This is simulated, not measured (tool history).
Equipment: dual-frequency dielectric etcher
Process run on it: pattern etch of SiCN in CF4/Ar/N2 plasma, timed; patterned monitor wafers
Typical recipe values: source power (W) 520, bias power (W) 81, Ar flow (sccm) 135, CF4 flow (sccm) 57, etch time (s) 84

| run | day | source power (W) | bias power (W) | Ar flow (sccm) | CF4 flow (sccm) | etch time (s) | read-back reference wafer on the same gauge, depth_nm | mean etch depth across the wafer (angstrom) |
|---|---|---|---|---|---|---|---|---|
| 1 | 0 | 520 | 81 | 135 | 66 | 84 | 91.1 | 811 |
|  | 4.442 | wet clean of the chamber |
| 2 | 4.462 | 520 | 81 | 135 | 57 | 84 | 91 | 809 |
| 3 | 6.096 | 520 | 81 | 135 | 57 | 84 | 91 | 800 |
| 4 | 18.662 | 520 | 81 | 135 | 57 | 84 | 90.9 | 781 |
|  | 21.4 | CF4 flow controller replaced |
| 5 | 21.65 | 580 | 81 | 135 | 57 | 84 | 91 | 823 |
| 6 | 24.208 | 580 | 81 | 135 | 57 | 84 | 90.8 | 820 |
|  | 27.792 | upper electrode replaced |
| 7 | 27.933 | 520 | 81 | 135 | 53 | 84 | 90.8 | 762 |
|  | 28.292 | Ar flow controller replaced |
|  | 29.896 | wet clean of the chamber |
|  | 30.125 | source power generator calibrated |
| 8 | 30.271 | 450 | 81 | 153 | 70 | 84 | 90.8 | 769 |
|  | 34.271 | bias power generator calibrated |
| 9 | 34.292 | 520 | 91 | 135 | 57 | 61 | 91 | 601 |
| 10 | 38.1 | 450 | 81 | 106 | 57 | 62.5 | 91.1 | 579 |
|  | 38.975 | gauge calibrated |
| 11 | 41.233 | 520 | 81 | 117 | 66 | 84 | 91 | 837 |
| 12 | 45.704 | 520 | 81 | 135 | 57 | 84 | 91 | 782 |
| 13 | 47.775 | 520 | 95 | 135 | 57 | 84 | 90.9 | 835 |
| 14 | 51.758 | 520 | 81 | 135 | 57 | 84 | 90.8 | 778 |

Exercise: give the hidden state of the tool at every run:
source power that arrives over what is set, %: 0 in every run
bias power that arrives over what is set, %: 0 in every run
Ar flow that arrives over what is set, %: 0 in every run
CF4 flow that arrives over what is set, %: 0 in every run
gauge reads high (%): 0 in every run
H1: etch rate over this chamber's usual, %
| run | H1 |
|---|---|
| 1 | -2.22 |
| 2 | 0.101 |
| 3 | -0.0987 |
| 4 | -1.64 |
| 5 | -2 |
| 6 | -2.32 |
| 7 | -2.77 |
| 8 | -0.3 |
| 9 | -0.792 |
| 10 | -1.26 |
| 11 | -1.64 |
| 12 | -2.19 |
| 13 | -2.44 |
| 14 | -2.93 |

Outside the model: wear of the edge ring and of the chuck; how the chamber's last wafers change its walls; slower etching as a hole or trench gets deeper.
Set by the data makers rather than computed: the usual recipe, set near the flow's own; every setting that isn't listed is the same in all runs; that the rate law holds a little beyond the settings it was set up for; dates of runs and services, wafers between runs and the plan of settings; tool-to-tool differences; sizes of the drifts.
